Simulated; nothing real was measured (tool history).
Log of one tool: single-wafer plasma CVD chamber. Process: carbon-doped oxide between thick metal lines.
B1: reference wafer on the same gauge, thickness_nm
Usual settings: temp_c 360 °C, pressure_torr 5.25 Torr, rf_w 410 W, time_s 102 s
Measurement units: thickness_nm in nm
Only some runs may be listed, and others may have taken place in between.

Run 1, hour 0.0: usual settings but rf_w 375 W; B1 387.133. Result: thickness_nm 369.739 nm.
At hour 13.6: gauge calibrated.
Run 2, hour 16.5: usual settings but pressure_torr 5.73 Torr; B1 387.034. Result: thickness_nm 406.664 nm.
Run 3, hour 27.5: usual settings but pressure_torr 5.73 Torr; B1 387.070. Result: thickness_nm 407.792 nm.
Run 4, hour 78.1: usual settings but pressure_torr 5.73 Torr; B1 387.034. Result: thickness_nm 406.931 nm.
Run 5, hour 88.2: usual settings but time_s 116 s; B1 387.033. Result: thickness_nm 459.566 nm.
Run 6, hour 97.8: usual settings; B1 387.070. Result: thickness_nm 404.355 nm.
Run 7, hour 108.8: usual settings; B1 386.980. Result: thickness_nm 404.627 nm.
Run 8, hour 125.5: usual settings; B1 387.039. Result: thickness_nm 403.432 nm.
Run 9, hour 141.7: usual settings but temp_c 366 °C; B1 387.063. Result: thickness_nm 397.171 nm.
Run 10, hour 152.3: usual settings but temp_c 366 °C; B1 386.876. Result: thickness_nm 397.969 nm.
At hour 164.0: gauge calibrated.
At hour 172.1: showerhead replaced.
Run 11, hour 172.6: usual settings but temp_c 366 °C; B1 387.144. Result: thickness_nm 397.296 nm.
Run 12, hour 177.2: usual settings but time_s 95 s; B1 387.083. Result: thickness_nm 376.583 nm.
At hour 194.1: capacitance manometer re-zeroed and calibrated.
At hour 198.1: thermocouple changed; heater temperature recalibrated.
Run 13, hour 198.6: usual settings but temp_c 374 °C; B1 386.946. Result: thickness_nm 389.445 nm.
Run 14, hour 199.9: usual settings but temp_c 371 °C, rf_w 345 W; B1 387.121. Result: thickness_nm 327.982 nm.
Run 15, hour 215.9: usual settings but temp_c 364 °C, rf_w 370 W; B1 387.000. Result: thickness_nm 359.324 nm.
At hour 224.9: RF generator calibrated.
Run 16, hour 227.8: usual settings but temp_c 347 °C, time_s 83 s; B1 386.984. Result: thickness_nm 359.023 nm.
Run 17, hour 241.1: usual settings; B1 386.951. Result: thickness_nm 424.118 nm.
Run 18, hour 250.9: usual settings but temp_c 365 °C; B1 386.953. Result: thickness_nm 416.273 nm.
Run 19, hour 266.4: usual settings but temp_c 369 °C, pressure_torr 6.50 Torr, rf_w 335 W, time_s 92 s; B1 386.942. Result: thickness_nm 307.207 nm.
Run 20, hour 277.7: usual settings; B1 386.908. Result: thickness_nm 421.637 nm.
Run 21, hour 292.6: usual settings but time_s 117 s; B1 387.099. Result: thickness_nm 482.636 nm.
Run 22, hour 310.1: usual settings but pressure_torr 4.02 Torr, rf_w 375 W, time_s 82 s; B1 387.052. Result: thickness_nm 302.673 nm.

Alternative continuations, all from the tool just after run 22; predict every row:
Run A, hour 310.5: usual settings but rf_w 475 W; B1 ?. Result: thickness_nm ?.
Run B, hour 310.5: usual settings but temp_c 364 °C, pressure_torr 6.42 Torr, rf_w 440 W, time_s 95 s; B1 ?. Result: thickness_nm ?.
Run C, hour 310.5: usual settings but rf_w 370 W, time_s 110 s; B1 ?. Result: thickness_nm ?.
Run D, hour 310.5: usual settings but temp_c 364 °C, rf_w 335 W, time_s 112 s; B1 ?. Result: thickness_nm ?.
Run E, hour 310.5: usual settings but temp_c 348 °C, pressure_torr 4.39 Torr, rf_w 345 W; B1 ?. Result: thickness_nm ?.

run       B1  thickness_nm
  A  386.970       478.890
  B  386.970       421.139
  C  386.970       407.483
  D  386.970       368.965
  E  386.970       357.110
Had the tool no hidden state, the same runs would have come out as:
run  thickness_nm
  A       483.820
  B       426.175
  C       412.570
  D       373.774
  E       361.568

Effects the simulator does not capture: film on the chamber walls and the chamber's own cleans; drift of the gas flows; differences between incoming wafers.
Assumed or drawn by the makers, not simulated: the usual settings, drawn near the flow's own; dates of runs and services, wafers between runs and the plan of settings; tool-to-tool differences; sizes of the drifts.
